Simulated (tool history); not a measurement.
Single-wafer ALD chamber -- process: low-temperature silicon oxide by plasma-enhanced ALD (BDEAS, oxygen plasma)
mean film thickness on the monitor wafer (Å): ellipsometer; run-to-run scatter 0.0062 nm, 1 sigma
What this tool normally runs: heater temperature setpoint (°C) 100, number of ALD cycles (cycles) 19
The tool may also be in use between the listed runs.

| run | hour | heater temperature setpoint (°C) | number of ALD cycles (cycles) | wafers since the last listed run | hours since the last thermocouple change | hours since the gauge calibration | read-back reference wafer on the same gauge, thickness_nm | mean film thickness on the monitor wafer (Å) |
|---|---|---|---|---|---|---|---|---|
| 1 | 0 | 100 | 19 | 0 | 1690.6 | 44.3 | 2.366 | 24.88 |
| 2 | 34 | 100 | 19 | 333 | 1724.6 | 78.3 | 2.369 | 24.79 |
| 3 | 84.6 | 100 | 19 | 496 | 1775.2 | 128.9 | 2.372 | 25 |
| 4 | 99.6 | 100 | 19 | 147 | 1790.2 | 143.9 | 2.37 | 24.94 |
| 5 | 107.3 | 100 | 19 | 75 | 1797.9 | 151.6 | 2.371 | 24.75 |
|  | 135.2 | gauge calibrated |
| 6 | 141 | 95 | 21 | 330 | 1831.6 | 5.8 | 2.37 | 27.89 |
| 7 | 149.1 | 100 | 20 | 79 | 1839.7 | 13.9 | 2.368 | 26.18 |
| 8 | 161.8 | 100 | 20 | 124 | 1852.4 | 26.6 | 2.368 | 26.1 |
| 9 | 174.9 | 100 | 20 | 128 | 1865.5 | 39.7 | 2.371 | 26.12 |
| 10 | 191 | 103 | 21 | 157 | 1881.6 | 55.8 | 2.369 | 27.42 |
| 11 | 197.6 | 100 | 21 | 64 | 1888.2 | 62.4 | 2.372 | 27.46 |
| 12 | 214.2 | 100 | 21 | 162 | 1904.8 | 79 | 2.371 | 27.48 |
| 13 | 230.6 | 114 | 17 | 160 | 1921.2 | 95.4 | 2.368 | 21.76 |

What does the tool deliver on the next run?
| 14 | 241.3 | 105 | 19 | 104 | 1931.9 | 106.1 | ? | ? |

Run 14 gave read-back reference wafer on the same gauge, thickness_nm 2.373, mean film thickness on the monitor wafer (Å) 24.74.
Had the tool carried no hidden state, the very same run would have given mean film thickness on the monitor wafer (Å) 24.74.
